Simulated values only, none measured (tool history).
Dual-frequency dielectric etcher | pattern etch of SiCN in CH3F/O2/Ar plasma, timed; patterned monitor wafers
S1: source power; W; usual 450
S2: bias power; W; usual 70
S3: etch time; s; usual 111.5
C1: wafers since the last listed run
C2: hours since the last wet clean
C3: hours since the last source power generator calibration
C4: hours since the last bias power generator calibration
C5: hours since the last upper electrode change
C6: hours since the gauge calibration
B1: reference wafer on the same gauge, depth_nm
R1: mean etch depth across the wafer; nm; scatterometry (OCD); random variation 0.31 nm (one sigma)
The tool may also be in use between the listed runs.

| run | day | S1 | S2 | S3 | C1 | C2 | C3 | C4 | C5 | C6 | B1 | R1 |
|---|---|---|---|---|---|---|---|---|---|---|---|---|
| 1 | 0 | 450 | 70 | 111.5 | 0 | 213.1 | 1482.8 | 2460.2 | 2593.8 | 274.5 | 45.22 | 45.37 |
| 2 | 0.75 | 450 | 70 | 111.5 | 130 | 231.1 | 1500.8 | 2478.2 | 2611.8 | 292.5 | 45.21 | 45.73 |
| 3 | 1.338 | 450 | 70 | 111.5 | 102 | 245.2 | 1514.9 | 2492.3 | 2625.9 | 306.6 | 45.24 | 45.61 |
| 4 | 1.733 | 450 | 70 | 111.5 | 69 | 254.7 | 1524.4 | 2501.8 | 2635.4 | 316.1 | 45.24 | 46.2 |
| 5 | 2.604 | 450 | 70 | 111.5 | 152 | 275.6 | 1545.3 | 2522.7 | 2656.3 | 337 | 45.27 | 45.82 |
| 6 | 2.983 | 450 | 70 | 111.5 | 66 | 284.7 | 1554.4 | 2531.8 | 2665.4 | 346.1 | 45.3 | 46.05 |
| 7 | 3.496 | 450 | 70 | 111.5 | 89 | 297 | 1566.7 | 2544.1 | 2677.7 | 358.4 | 45.26 | 45.82 |
| 8 | 4.192 | 450 | 70 | 111.5 | 121 | 313.7 | 1583.4 | 2560.8 | 2694.4 | 375.1 | 45.14 | 46.46 |
| 9 | 4.779 | 450 | 70 | 111.5 | 102 | 327.8 | 1597.5 | 2574.9 | 2708.5 | 389.2 | 45.14 | 45.61 |
| 10 | 5.212 | 410 | 70 | 111.5 | 75 | 338.2 | 1607.9 | 2585.3 | 2718.9 | 399.6 | 45.11 | 44.72 |
| 11 | 5.862 | 370 | 70 | 111.5 | 113 | 353.8 | 1623.5 | 2600.9 | 2734.5 | 415.2 | 45.23 | 43.33 |
| 12 | 6.221 | 450 | 70 | 111.5 | 62 | 362.4 | 1632.1 | 2609.5 | 2743.1 | 423.8 | 45.27 | 45.67 |
|  | 6.592 | gauge calibrated |
|  | 7.788 | upper electrode replaced |
| 13 | 7.808 | 450 | 70 | 111.5 | 102 | 400.5 | 1670.2 | 2647.6 | 0.5 | 29.2 | 45.23 | 46.17 |
| 14 | 7.825 | 450 | 74 | 111.5 | 2 | 400.9 | 1670.6 | 2648 | 0.9 | 29.6 | 45.22 | 47.08 |
|  | 8.033 | bias power generator calibrated |
| 15 | 8.046 | 400 | 63 | 139.5 | 9 | 406.2 | 1675.9 | 0.3 | 6.2 | 34.9 | 45.09 | 53.53 |
| 16 | 8.396 | 360 | 70 | 85.5 | 61 | 414.6 | 1684.3 | 8.7 | 14.6 | 43.3 | 45.19 | 32.81 |
| 17 | 9.108 | 550 | 80 | 111.5 | 124 | 431.7 | 1701.4 | 25.8 | 31.7 | 60.4 | 45.21 | 52.15 |
| 18 | 9.771 | 370 | 61 | 111.5 | 115 | 447.6 | 1717.3 | 41.7 | 47.6 | 76.3 | 45.12 | 41.44 |
|  | 10.05 | source power generator calibrated |
|  | 10.854 | wet clean of the chamber |
| 19 | 10.875 | 410 | 85 | 88 | 22 | 0.5 | 19.8 | 68.2 | 74.1 | 102.8 | 45.32 | 36.84 |
| 20 | 10.892 | 530 | 59 | 144.5 | 2 | 0.9 | 20.2 | 68.6 | 74.5 | 103.2 | 45.25 | 57.94 |
| 21 | 11.192 | 360 | 79 | 78.5 | 52 | 8.1 | 27.4 | 75.8 | 81.7 | 110.4 | 45.25 | 31.15 |
| 22 | 11.838 | 340 | 83 | 111.5 | 112 | 23.6 | 42.9 | 91.3 | 97.2 | 125.9 | 45.24 | 44.39 |
| 23 | 12.425 | 450 | 53 | 111.5 | 102 | 37.7 | 57 | 105.4 | 111.3 | 140 | 45.29 | 40.39 |
| 24 | 13.171 | 450 | 70 | 111.5 | 130 | 55.6 | 74.9 | 123.3 | 129.2 | 157.9 | 45.24 | 45.11 |
| 25 | 13.504 | 450 | 70 | 111.5 | 58 | 63.6 | 82.9 | 131.3 | 137.2 | 165.9 | 45.12 | 45.1 |
| 26 | 14.138 | 450 | 78 | 80 | 110 | 78.8 | 98.1 | 146.5 | 152.4 | 181.1 | 45.17 | 33.91 |
| 27 | 14.688 | 490 | 55 | 128 | 96 | 92 | 111.3 | 159.7 | 165.6 | 194.3 | 45.19 | 48.76 |
| 28 | 15.421 | 480 | 65 | 91 | 128 | 109.6 | 128.9 | 177.3 | 183.2 | 211.9 | 45.16 | 36.39 |
| 29 | 15.696 | 410 | 88 | 84 | 48 | 116.2 | 135.5 | 183.9 | 189.8 | 218.5 | 45.22 | 36.59 |
| 30 | 15.958 | 500 | 63 | 100.5 | 45 | 122.5 | 141.8 | 190.2 | 196.1 | 224.8 | 45.22 | 40.34 |
| 31 | 16.462 | 450 | 70 | 111.5 | 88 | 134.6 | 153.9 | 202.3 | 208.2 | 236.9 | 45.24 | 45.05 |

3 ways to go on from here, each from the tool as it stands after run 31. What would each give?
| A | 16.479 | 360 | 70 | 111.5 | 2 | 135 | 154.3 | 202.7 | 208.6 | 237.3 | ? | ? |
| B | 16.479 | 450 | 63 | 86 | 2 | 135 | 154.3 | 202.7 | 208.6 | 237.3 | ? | ? |
| C | 16.479 | 530 | 61 | 111.5 | 2 | 135 | 154.3 | 202.7 | 208.6 | 237.3 | ? | ? |

| run | B1 | R1 |
|---|---|---|
| A | 45.18 | 42.94 |
| B | 45.18 | 33.92 |
| C | 45.18 | 45.65 |
Without the tool's hidden state the same runs would have given:
| run | R1 |
|---|---|
| A | 42.26 |
| B | 33.38 |
| C | 44.93 |
